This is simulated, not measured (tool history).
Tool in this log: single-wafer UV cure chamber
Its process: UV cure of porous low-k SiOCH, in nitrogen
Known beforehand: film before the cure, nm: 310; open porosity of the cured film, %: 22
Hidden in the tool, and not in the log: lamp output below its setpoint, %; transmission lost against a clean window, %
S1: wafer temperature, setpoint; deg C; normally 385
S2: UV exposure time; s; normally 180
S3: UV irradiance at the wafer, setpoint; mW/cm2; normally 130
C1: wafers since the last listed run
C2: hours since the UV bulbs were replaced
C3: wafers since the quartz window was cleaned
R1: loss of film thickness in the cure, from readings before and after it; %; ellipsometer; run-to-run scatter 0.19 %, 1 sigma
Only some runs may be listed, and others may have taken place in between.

{"run": 1, "hour": 0.0, "S1": 385, "S2": 225, "S3": 130, "C1": 0, "C2": 2406.8, "C3": 2022, "R1": 15.357}
{"run": 2, "hour": 8.3, "S1": 385, "S2": 225, "S3": 130, "C1": 64, "C2": 2415.1, "C3": 2086, "R1": 14.895}
{"run": 3, "hour": 23.4, "S1": 385, "S2": 225, "S3": 130, "C1": 117, "C2": 2430.2, "C3": 2204, "R1": 14.945}
{"run": 4, "hour": 31.4, "S1": 385, "S2": 180, "S3": 130, "C1": 62, "C2": 2438.2, "C3": 2266, "R1": 13.892}
{"run": 5, "hour": 37.4, "S1": 385, "S2": 180, "S3": 130, "C1": 46, "C2": 2444.2, "C3": 2313, "R1": 13.632}
{"run": 6, "hour": 43.4, "S1": 385, "S2": 180, "S3": 106, "C1": 46, "C2": 2450.2, "C3": 2359, "R1": 12.496}
{"run": 7, "hour": 52.0, "S1": 385, "S2": 180, "S3": 106, "C1": 66, "C2": 2458.8, "C3": 2426, "R1": 12.615}
{"run": 8, "hour": 59.2, "S1": 396, "S2": 180, "S3": 130, "C1": 56, "C2": 2466, "C3": 2482, "R1": 14.189}
{"run": 9, "hour": 76.3, "S1": 396, "S2": 180, "S3": 130, "C1": 133, "C2": 2483.1, "C3": 2615, "R1": 13.908}
{"run": 10, "hour": 85.8, "S1": 385, "S2": 250, "S3": 149, "C1": 73, "C2": 2492.6, "C3": 2689, "R1": 16.33}
{"run": 11, "hour": 95.2, "S1": 385, "S2": 250, "S3": 149, "C1": 73, "C2": 2502, "C3": 2763, "R1": 16.054}
{"run": 12, "hour": 111.1, "S1": 385, "S2": 250, "S3": 149, "C1": 123, "C2": 2517.9, "C3": 2886, "R1": 16.043}
{"run": 13, "hour": 121.8, "S1": 385, "S2": 100, "S3": 130, "C1": 83, "C2": 2528.6, "C3": 2969, "R1": 10.84}
{"run": 14, "hour": 130.4, "S1": 385, "S2": 100, "S3": 130, "C1": 66, "C2": 2537.2, "C3": 3036, "R1": 10.452}
{"run": 15, "hour": 139.2, "S1": 381, "S2": 180, "S3": 130, "C1": 68, "C2": 2546, "C3": 3105, "R1": 14.053}
{"run": 16, "hour": 145.5, "S1": 381, "S2": 180, "S3": 130, "C1": 49, "C2": 2552.3, "C3": 3154, "R1": 13.773}
{"hour": 155.4, "done": "quartz window cleaned"}
{"run": 17, "hour": 155.9, "S1": 385, "S2": 180, "S3": 130, "C1": 18, "C2": 2562.7, "C3": 4, "R1": 13.859}
{"run": 18, "hour": 170.6, "S1": 385, "S2": 180, "S3": 130, "C1": 114, "C2": 2577.4, "C3": 118, "R1": 13.725}
{"run": 19, "hour": 184.0, "S1": 385, "S2": 180, "S3": 130, "C1": 104, "C2": 2590.8, "C3": 222, "R1": 13.706}
{"run": 20, "hour": 198.5, "S1": 385, "S2": 180, "S3": 139, "C1": 112, "C2": 2605.3, "C3": 335, "R1": 14.096}
{"run": 21, "hour": 205.2, "S1": 385, "S2": 180, "S3": 139, "C1": 52, "C2": 2612, "C3": 387, "R1": 14.331}
{"hour": 218.1, "done": "UV bulbs replaced"}
{"run": 22, "hour": 218.6, "S1": 385, "S2": 180, "S3": 139, "C1": 42, "C2": 0.5, "C3": 429, "R1": 14.255}
{"run": 23, "hour": 225.0, "S1": 385, "S2": 180, "S3": 130, "C1": 49, "C2": 6.9, "C3": 479, "R1": 13.823}
{"run": 24, "hour": 232.7, "S1": 385, "S2": 270, "S3": 130, "C1": 59, "C2": 14.6, "C3": 539, "R1": 16.02}
{"run": 25, "hour": 241.3, "S1": 385, "S2": 105, "S3": 110, "C1": 66, "C2": 23.2, "C3": 606, "R1": 10.079}
{"run": 26, "hour": 251.0, "S1": 375, "S2": 85, "S3": 160, "C1": 75, "C2": 32.9, "C3": 681, "R1": 10.679}
{"run": 27, "hour": 259.8, "S1": 375, "S2": 85, "S3": 160, "C1": 68, "C2": 41.7, "C3": 750, "R1": 10.951}
{"run": 28, "hour": 274.0, "S1": 397, "S2": 180, "S3": 150, "C1": 110, "C2": 55.9, "C3": 860, "R1": 14.611}
{"run": 29, "hour": 280.9, "S1": 385, "S2": 180, "S3": 130, "C1": 53, "C2": 62.8, "C3": 914, "R1": 13.638}
{"run": 30, "hour": 289.2, "S1": 385, "S2": 180, "S3": 94, "C1": 64, "C2": 71.1, "C3": 978, "R1": 11.997}
{"run": 31, "hour": 299.2, "S1": 385, "S2": 80, "S3": 114, "C1": 77, "C2": 81.1, "C3": 1056, "R1": 9.018}
{"run": 32, "hour": 314.3, "S1": 374, "S2": 130, "S3": 130, "C1": 117, "C2": 96.2, "C3": 1174, "R1": 11.744}
{"run": 33, "hour": 322.0, "S1": 385, "S2": 180, "S3": 161, "C1": 59, "C2": 103.9, "C3": 1234, "R1": 15.104}
{"run": 34, "hour": 333.1, "S1": 391, "S2": 150, "S3": 161, "C1": 86, "C2": 115, "C3": 1320, "R1": 13.945}
{"run": 35, "hour": 342.5, "S1": 405, "S2": 130, "S3": 96, "C1": 73, "C2": 124.4, "C3": 1393, "R1": 10.894}
{"run": 36, "hour": 350.7, "S1": 385, "S2": 180, "S3": 130, "C1": 63, "C2": 132.6, "C3": 1457, "R1": 13.77}
{"run": 37, "hour": 362.3, "S1": 385, "S2": 80, "S3": 114, "C1": 90, "C2": 144.2, "C3": 1547, "R1": 8.848}
{"run": 38, "hour": 379.8, "S1": 379, "S2": 225, "S3": 94, "C1": 136, "C2": 161.7, "C3": 1683, "R1": 12.859}
{"run": 39, "hour": 394.4, "S1": 392, "S2": 180, "S3": 130, "C1": 113, "C2": 176.3, "C3": 1797, "R1": 13.616}
{"run": 40, "hour": 403.8, "S1": 385, "S2": 265, "S3": 168, "C1": 73, "C2": 185.7, "C3": 1870, "R1": 17.228}
{"run": 41, "hour": 411.4, "S1": 385, "S2": 180, "S3": 117, "C1": 59, "C2": 193.3, "C3": 1929, "R1": 13.18}
{"run": 42, "hour": 426.4, "S1": 385, "S2": 180, "S3": 130, "C1": 116, "C2": 208.3, "C3": 2046, "R1": 13.278}
{"run": 43, "hour": 442.1, "S1": 385, "S2": 120, "S3": 110, "C1": 122, "C2": 224, "C3": 2168, "R1": 10.644}
{"run": 44, "hour": 456.3, "S1": 400, "S2": 145, "S3": 108, "C1": 110, "C2": 238.2, "C3": 2278, "R1": 12.187}
{"run": 45, "hour": 464.4, "S1": 377, "S2": 180, "S3": 130, "C1": 63, "C2": 246.3, "C3": 2342, "R1": 13.669}
{"run": 46, "hour": 481.2, "S1": 402, "S2": 75, "S3": 130, "C1": 130, "C2": 263.1, "C3": 2472, "R1": 9.62}

Predict each of these 5 candidate next runs independently; none follows another, all start after run 46:
{"run": "A", "hour": 481.7, "S1": 385, "S2": 180, "S3": 130, "C1": 3, "C2": 263.6, "C3": 2476, "R1": "?"}
{"run": "B", "hour": 481.7, "S1": 392, "S2": 210, "S3": 141, "C1": 3, "C2": 263.6, "C3": 2476, "R1": "?"}
{"run": "C", "hour": 481.7, "S1": 385, "S2": 85, "S3": 130, "C1": 3, "C2": 263.6, "C3": 2476, "R1": "?"}
{"run": "D", "hour": 481.7, "S1": 401, "S2": 180, "S3": 163, "C1": 3, "C2": 263.6, "C3": 2476, "R1": "?"}
{"run": "E", "hour": 481.7, "S1": 385, "S2": 180, "S3": 155, "C1": 3, "C2": 263.6, "C3": 2476, "R1": "?"}

run=A R1=13.655
run=B R1=15.065
run=C R1=9.849
run=D R1=15.205
run=E R1=14.593
With no hidden state in the tool, these same runs would have given:
run=A R1=13.655
run=B R1=15.065
run=C R1=9.849
run=D R1=15.205
run=E R1=14.593
